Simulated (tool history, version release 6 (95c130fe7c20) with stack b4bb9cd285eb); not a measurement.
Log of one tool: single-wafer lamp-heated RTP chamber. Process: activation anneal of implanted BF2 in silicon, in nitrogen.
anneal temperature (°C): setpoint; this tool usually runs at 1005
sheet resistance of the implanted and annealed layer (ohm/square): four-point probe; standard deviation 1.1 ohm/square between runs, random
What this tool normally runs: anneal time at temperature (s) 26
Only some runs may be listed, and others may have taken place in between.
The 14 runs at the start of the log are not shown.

run,hour,anneal temperature (°C),anneal time at temperature (s),wafers since the last listed run,wafers since the last pyrometer calibration,wafers since the reflector plate was cleaned,hours since the gauge calibration,"read-back reference wafer on the same gauge, sheet resistance",sheet resistance of the implanted and annealed layer (ohm/square)
15,406.7,1016,26,378,1717,2891,1290.5,590.21,564.02
16,427.6,1005,26,257,1975,3149,1311.4,589.90,566.57
17,442.6,1005,13,185,2160,3334,1326.4,590.40,578.13
18,459.5,1005,26,208,2368,3543,1343.3,590.12,566.59
# hour 465.8: gauge calibrated
19,478.4,1020,14,233,2601,3776,12.6,589.99,572.27
20,503.4,1005,41,308,2910,4084,37.6,589.92,558.56
# hour 535.8: pyrometer window cleaned and pyrometer calibrated
21,536.3,1005,26,307,6,4391,70.5,589.73,571.12
22,555.8,1032,26,240,246,4632,90.0,589.94,560.10
23,583.4,1027,17,340,587,4972,117.6,589.96,568.00
24,604.0,985,26,254,841,5227,138.2,589.88,582.19
25,645.2,1005,26,508,1349,5735,179.4,590.17,570.04
26,675.1,1005,22,368,1718,6104,209.3,590.21,569.74
27,694.6,1017,32,240,1959,6344,228.8,589.80,561.74
28,716.2,1005,26,266,2225,6611,250.4,590.09,565.40
29,743.4,986,13,335,2560,6946,277.6,590.02,584.47
# hour 773.1: pyrometer window cleaned and pyrometer calibrated
30,773.6,1005,26,273,5,7220,307.8,589.94,570.70
31,789.1,980,14,191,197,7411,323.3,589.69,591.48
32,819.4,1017,36,373,570,7785,353.6,589.90,560.69
33,847.7,1005,12,349,920,8134,381.9,590.30,579.86
34,876.9,988,26,360,1280,8494,411.1,589.89,575.66
35,911.0,981,38,420,1700,8915,445.2,590.23,572.25
36,928.2,1005,26,212,1913,9127,462.4,590.17,567.89
37,961.0,981,21,404,2317,9532,495.2,590.30,580.82
38,994.8,1005,26,416,2734,9948,529.0,589.92,566.45

What if the next run were any one of these 3? Each begins from the tool's condition after run 38:
A,995.2,1005,33,4,2739,9953,529.4,?,?
B,995.2,980,34,4,2739,9953,529.4,?,?
C,995.2,1033,13,4,2739,9953,529.4,?,?

run,"read-back reference wafer on the same gauge, sheet resistance",sheet resistance of the implanted and annealed layer (ohm/square)
A,589.60,562.07
B,589.60,574.36
C,589.60,569.29
With the hidden condition removed and each run's random variation left untouched, the same runs would have given:
run,sheet resistance of the implanted and annealed layer (ohm/square)
A,566.98
B,580.72
C,572.22
